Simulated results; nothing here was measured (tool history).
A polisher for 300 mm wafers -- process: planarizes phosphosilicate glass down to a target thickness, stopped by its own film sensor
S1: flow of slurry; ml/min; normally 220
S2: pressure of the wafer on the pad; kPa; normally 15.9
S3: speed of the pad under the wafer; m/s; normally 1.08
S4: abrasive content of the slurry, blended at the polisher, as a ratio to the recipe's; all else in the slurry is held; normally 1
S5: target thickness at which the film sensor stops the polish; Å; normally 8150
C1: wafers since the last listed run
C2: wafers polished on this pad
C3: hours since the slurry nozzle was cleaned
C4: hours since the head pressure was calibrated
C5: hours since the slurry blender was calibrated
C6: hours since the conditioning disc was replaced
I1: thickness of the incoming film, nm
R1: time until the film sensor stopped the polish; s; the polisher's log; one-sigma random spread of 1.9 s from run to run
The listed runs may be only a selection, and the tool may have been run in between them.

| run | day | S1 | S2 | S3 | S4 | S5 | C1 | C2 | C3 | C4 | C5 | C6 | I1 | R1 |
|---|---|---|---|---|---|---|---|---|---|---|---|---|---|---|
| 1 | 0 | 220 | 15.9 | 1.08 | 1 | 8150 | 0 | 273 | 234.8 | 874.9 | 70.7 | 245.4 | 1454.3 | 120.5 |
|  | 0.279 | conditioning disc replaced and pad reconditioned |
| 2 | 0.683 | 220 | 15.9 | 1.08 | 1 | 8150 | 165 | 438 | 251.2 | 891.3 | 87.1 | 9.7 | 1457.8 | 123.4 |
| 3 | 2.067 | 220 | 15.9 | 1.08 | 1 | 8150 | 380 | 819 | 284.4 | 924.5 | 120.3 | 42.9 | 1459.4 | 126.4 |
|  | 3.05 | slurry nozzle cleaned |
| 4 | 3.071 | 220 | 15.9 | 0.92 | 1 | 8150 | 264 | 1083 | 0.5 | 948.6 | 144.4 | 67 | 1464.1 | 146.1 |
| 5 | 3.829 | 220 | 15.9 | 1.08 | 1 | 9560 | 208 | 1292 | 18.7 | 966.8 | 162.6 | 85.2 | 1475.8 | 104 |
| 6 | 4.675 | 220 | 15.9 | 1.08 | 0.95 | 8150 | 232 | 1525 | 39 | 987.1 | 182.9 | 105.5 | 1498.4 | 142.5 |
|  | 5.396 | worn pad replaced by a new one |
| 7 | 5.433 | 220 | 18.6 | 1.08 | 1 | 8150 | 162 | 10 | 57.2 | 1005.3 | 201.1 | 123.7 | 1459 | 113.6 |
| 8 | 6.512 | 220 | 19.3 | 1.08 | 1 | 8150 | 296 | 306 | 83.1 | 1031.2 | 227 | 149.6 | 1487.5 | 113.7 |
| 9 | 7.029 | 220 | 11.7 | 1.08 | 1 | 8150 | 142 | 449 | 95.5 | 1043.6 | 239.4 | 162 | 1489.2 | 186.8 |
| 10 | 7.912 | 220 | 15.9 | 1.28 | 0.9 | 6230 | 242 | 692 | 116.7 | 1064.8 | 260.6 | 183.2 | 1458.9 | 166.4 |
| 11 | 9.308 | 220 | 15.9 | 0.88 | 1.1 | 8150 | 383 | 1075 | 150.2 | 1098.3 | 294.1 | 216.7 | 1469.2 | 150 |
| 12 | 9.867 | 220 | 15.9 | 1.08 | 1 | 8150 | 153 | 1229 | 163.6 | 1111.7 | 307.5 | 230.1 | 1479.7 | 135.3 |
|  | 11.129 | conditioning disc replaced and pad reconditioned |
| 13 | 11.354 | 200 | 20 | 1.08 | 0.9 | 8150 | 386 | 1615 | 199.3 | 1147.4 | 343.2 | 5.4 | 1459.7 | 115.3 |
|  | 11.754 | worn pad replaced by a new one |
|  | 11.867 | head pressure recalibrated |
| 14 | 12.271 | 175 | 12.4 | 1.18 | 1.15 | 8150 | 183 | 119 | 221.3 | 9.7 | 365.2 | 27.4 | 1467.5 | 154 |
|  | 12.521 | slurry blender recalibrated |
| 15 | 13.117 | 175 | 15.9 | 1.08 | 1 | 8150 | 209 | 328 | 241.6 | 30 | 14.3 | 47.7 | 1486.1 | 127.2 |
| 16 | 13.792 | 220 | 15.9 | 1.08 | 1.15 | 6590 | 185 | 514 | 257.8 | 46.2 | 30.5 | 63.9 | 1463.3 | 143.8 |
|  | 13.917 | slurry nozzle cleaned |
| 17 | 15.267 | 160 | 15.9 | 1.08 | 1 | 8150 | 394 | 908 | 32.4 | 81.6 | 65.9 | 99.3 | 1486.1 | 133.7 |
| 18 | 15.838 | 220 | 15.9 | 1.08 | 1 | 8150 | 157 | 1065 | 46.1 | 95.3 | 79.6 | 113 | 1469.4 | 124.5 |
| 19 | 16.721 | 195 | 15.9 | 0.88 | 1.25 | 6160 | 242 | 1308 | 67.3 | 116.5 | 100.8 | 134.2 | 1496.1 | 181.5 |
|  | 18.096 | worn pad replaced by a new one |
| 20 | 18.221 | 220 | 15.9 | 1.08 | 1 | 8150 | 366 | 34 | 103.3 | 152.5 | 136.8 | 170.2 | 1486.2 | 131.3 |
| 21 | 19.575 | 220 | 15.9 | 1.4 | 1 | 8150 | 372 | 407 | 135.8 | 185 | 169.3 | 202.7 | 1472.2 | 111.1 |
| 22 | 20.612 | 155 | 15.9 | 1.38 | 1 | 8150 | 285 | 692 | 160.7 | 209.9 | 194.2 | 227.6 | 1454.1 | 112.9 |
| 23 | 21.592 | 220 | 15.9 | 1.08 | 1 | 8150 | 269 | 962 | 184.2 | 233.4 | 217.7 | 251.1 | 1472 | 140.8 |
| 24 | 22.171 | 175 | 12.4 | 1.18 | 1.15 | 8150 | 159 | 1121 | 198.1 | 247.3 | 231.6 | 265 | 1478.8 | 159.9 |
| 25 | 22.733 | 220 | 13.1 | 1.08 | 1 | 6710 | 154 | 1276 | 211.6 | 260.8 | 245.1 | 278.5 | 1461.9 | 206.7 |

Consider 4 possible next runs. They are alternatives, not a sequence: every one starts from the tool as it was left by run 25. What does each give?
| A | 22.75 | 220 | 15.9 | 1.08 | 1 | 8150 | 4 | 1280 | 212 | 261.2 | 245.5 | 278.9 | 1465.1 | ? |
| B | 22.75 | 280 | 13.1 | 1.08 | 1 | 8150 | 4 | 1280 | 212 | 261.2 | 245.5 | 278.9 | 1465.1 | ? |
| C | 22.75 | 220 | 12.4 | 1.38 | 1.3 | 8790 | 4 | 1280 | 212 | 261.2 | 245.5 | 278.9 | 1465.1 | ? |
| D | 22.75 | 220 | 15.9 | 1.08 | 1.25 | 10350 | 4 | 1280 | 212 | 261.2 | 245.5 | 278.9 | 1465.1 | ? |

| run | R1 |
|---|---|
| A | 137.6 |
| B | 163.5 |
| C | 115.9 |
| D | 81.2 |
Without the tool's hidden state the same runs would have given:
| run | R1 |
|---|---|
| A | 117.2 |
| B | 139.1 |
| C | 100.8 |
| D | 70.4 |

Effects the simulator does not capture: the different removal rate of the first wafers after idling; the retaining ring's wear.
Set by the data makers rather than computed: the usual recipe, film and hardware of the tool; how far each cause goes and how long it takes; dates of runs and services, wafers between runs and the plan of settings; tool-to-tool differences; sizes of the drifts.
